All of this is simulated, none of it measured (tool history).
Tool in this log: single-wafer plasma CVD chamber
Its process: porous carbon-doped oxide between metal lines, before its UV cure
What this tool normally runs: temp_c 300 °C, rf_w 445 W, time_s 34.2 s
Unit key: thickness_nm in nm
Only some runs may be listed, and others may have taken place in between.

run	hour	temp_c	rf_w	time_s	wafers since the last listed run	hours since the last thermocouple change	hours since the last RF generator calibration	hours since the showerhead was replaced	hours since the gauge calibration	read-back reference wafer on the same gauge, thickness_nm	thickness_nm
1	0	300	445	34.2	0	704.4	371.1	3961.4	445.3	180.971	165.129
2	48.2	312	490	34.2	819	752.6	419.3	4009.6	493.5	180.875	163.669
3	128.7	312	490	34.2	1368	833.1	499.8	4090.1	574	181.242	162.712
4	176.1	312	490	34.2	805	880.5	547.2	4137.5	621.4	181.208	163.815
5	433.5	300	445	31.4	4374	1137.9	804.6	4394.9	878.8	181.07	151.354
6	497.5	300	445	31.4	1087	1201.9	868.6	4458.9	942.8	180.72	152.04
7	566.3	300	445	34.2	1169	1270.7	937.4	4527.7	1011.6	181.077	162.842
8	658.2	308	445	34.2	1561	1362.6	1029.3	4619.6	1103.5	180.831	156.183
9	734.6	305	445	34.2	1298	1439	1105.7	4696	1179.9	181.155	158.216
10	794.6	305	445	34.2	1019	1499	1165.7	4756	1239.9	180.839	158.668
# hour 818.6: RF generator calibrated
11	995.2	305	445	34.2	3273	1699.6	176.6	4956.6	1440.5	181.022	162.986
12	1067.6	300	400	36.8	1230	1772	249	5029	1512.9	181.056	168.911
13	1132.4	305	445	34.2	1101	1836.8	313.8	5093.8	1577.7	180.582	160
14	1235.6	310	445	27.7	1753	1940	417	5197	1680.9	180.87	129.425
15	1273.5	294	520	37.5	644	1977.9	454.9	5234.9	1718.8	180.718	202.649
# hour 1334.2: thermocouple changed; heater temperature recalibrated
# hour 1334.8: showerhead replaced
16	1335.3	300	445	30	904	1.1	516.7	0.5	1780.6	180.854	145.127
17	1437.6	300	445	41	1738	103.4	619	102.8	1882.9	180.921	196.122
# hour 1529: gauge calibrated
18	1543.2	300	445	34.2	1794	209	724.6	208.4	14.2	180.679	164.904
19	1583.6	289	410	40.5	686	249.4	765	248.8	54.6	180.893	196.511

What does the tool deliver on the next run?
20	1675.5	300	520	28.8	1561	341.3	856.9	340.7	146.5	?	?

read-back reference wafer on the same gauge, thickness_nm: 181.203
thickness_nm: 150.489 nm
With no hidden state in the tool, this same run would have given thickness_nm 152.457 nm.

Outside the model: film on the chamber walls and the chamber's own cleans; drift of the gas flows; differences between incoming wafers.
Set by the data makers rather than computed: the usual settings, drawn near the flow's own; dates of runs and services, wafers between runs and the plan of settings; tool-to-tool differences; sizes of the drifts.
